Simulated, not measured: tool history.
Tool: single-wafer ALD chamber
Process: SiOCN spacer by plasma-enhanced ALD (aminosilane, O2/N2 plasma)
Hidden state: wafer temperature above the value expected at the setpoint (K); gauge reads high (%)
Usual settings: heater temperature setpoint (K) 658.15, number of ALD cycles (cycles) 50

run	hour	heater temperature setpoint (K)	number of ALD cycles (cycles)	wafers since the last listed run	hours since the last thermocouple change	hours since the gauge calibration	read-back reference wafer on the same gauge, thickness_nm	mean film thickness on the monitor wafer (angstrom)
1	0.0	658.15	50	0	183.2	184.4	3.021	31.50
2	67.2	667.15	57	391	250.4	251.6	3.019	35.98
3	103.9	667.15	57	213	287.1	288.3	3.020	35.90
4	194.2	651.15	55	525	377.4	378.6	3.019	34.62
5	255.2	651.15	55	355	438.4	439.6	3.021	34.67
6	414.6	658.15	50	927	597.8	599.0	3.021	31.49
7	703.0	658.15	50	1678	886.2	887.4	3.020	31.43
8	780.1	658.15	50	448	963.3	964.5	3.018	31.56
9	846.5	658.15	50	386	1029.7	1030.9	3.021	31.43
10	884.8	658.15	50	222	1068.0	1069.2	3.020	31.41
11	990.5	658.15	50	615	1173.7	1174.9	3.020	31.56
12	1038.1	658.15	50	277	1221.3	1222.5	3.020	31.34
# hour 1064.3: thermocouple changed; heater temperature recalibrated
13	1127.6	658.15	50	474	63.3	1312.0	3.019	31.49
14	1185.2	645.15	55	335	120.9	1369.6	3.019	34.66
15	1240.4	648.15	50	321	176.1	1424.8	3.020	31.56
16	1329.1	666.15	50	516	264.8	1513.5	3.019	31.49
17	1417.3	671.15	47	513	353.0	1601.7	3.020	29.61
# hour 1418.2: gauge calibrated
18	1506.0	645.15	58	516	441.7	87.8	3.023	36.47
19	1578.7	649.15	46	423	514.4	160.5	3.020	28.87
20	1654.4	658.15	50	440	590.1	236.2	3.022	31.47
21	1725.9	644.15	50	416	661.6	307.7	3.019	31.50
22	1802.8	666.15	50	447	738.5	384.6	3.019	31.53

The next listed run, before its measurement:
23	1885.2	658.15	45	479	820.9	467.0	?	?

read-back reference wafer on the same gauge, thickness_nm: 3.019
mean film thickness on the monitor wafer (angstrom): 28.34
Without the tool's hidden state the same run would have given mean film thickness on the monitor wafer (angstrom) 28.34.
